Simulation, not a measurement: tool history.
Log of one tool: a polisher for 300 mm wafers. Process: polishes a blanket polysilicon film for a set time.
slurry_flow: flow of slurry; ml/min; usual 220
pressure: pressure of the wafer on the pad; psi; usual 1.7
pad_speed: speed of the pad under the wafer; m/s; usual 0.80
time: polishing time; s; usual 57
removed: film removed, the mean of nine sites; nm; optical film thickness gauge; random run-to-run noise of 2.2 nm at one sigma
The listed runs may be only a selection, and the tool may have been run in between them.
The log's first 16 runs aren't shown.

run   hour  slurry_flow  pressure  pad_speed  time  incoming thickness of the incoming film, nm  removed
     219.6  -- worn pad replaced by a new one
 17  220.1          220       1.7       0.80    57                                       1224.1    200.7
 18  233.5          220       1.2       0.80    76                                       1220.3    199.0
 19  243.3          220       1.7       0.80    71                                       1232.8    249.7
 20  257.8          220       1.7       0.80    42                                       1230.6    145.2
 21  269.0          265       2.2       0.68    67                                       1231.6    254.4
 22  281.3          250       1.7       0.80    57                                       1243.4    196.8
     292.6  -- worn pad replaced by a new one
 23  297.9          265       1.7       0.80    57                                       1239.3    214.8
 24  307.0          220       1.7       0.80    57                                       1258.9    206.4
     325.2  -- slurry nozzle cleaned
 25  325.7          220       1.7       0.80    57                                       1247.3    201.9
 26  334.0          220       1.9       0.80    57                                       1234.3    222.1
 27  348.6          290       1.2       0.80    40                                       1242.4    107.6
 28  355.7          220       1.7       0.80    72                                       1261.6    249.5
 29  370.8          220       1.7       0.80    52                                       1240.1    171.3
     389.5  -- worn pad replaced by a new one
 30  390.0          220       2.0       0.98    75                                       1243.3    377.8
 31  400.3          220       1.7       0.60    76                                       1252.7    204.0
 32  414.8          220       1.9       0.80    65                                       1254.5    256.2
 33  427.5          270       1.7       0.80    43                                       1223.8    157.2

Consider 4 possible next runs. They are alternatives, not a sequence: every one starts from the tool as it was left by run 33. What does each give?
  A  427.9          220       1.7       0.80    57                                       1232.4        ?
  B  427.9          170       1.7       0.80    57                                       1232.4        ?
  C  427.9          145       2.1       0.62    41                                       1232.4        ?
  D  427.9          275       1.3       0.92    67                                       1232.4        ?

run  removed
  A    195.4
  B    187.8
  C    123.0
  D    213.5
Take away the tool's hidden state, keep each run's random variation, and the runs would have read:
run  removed
  A    200.6
  B    192.8
  C    126.3
  D    219.2

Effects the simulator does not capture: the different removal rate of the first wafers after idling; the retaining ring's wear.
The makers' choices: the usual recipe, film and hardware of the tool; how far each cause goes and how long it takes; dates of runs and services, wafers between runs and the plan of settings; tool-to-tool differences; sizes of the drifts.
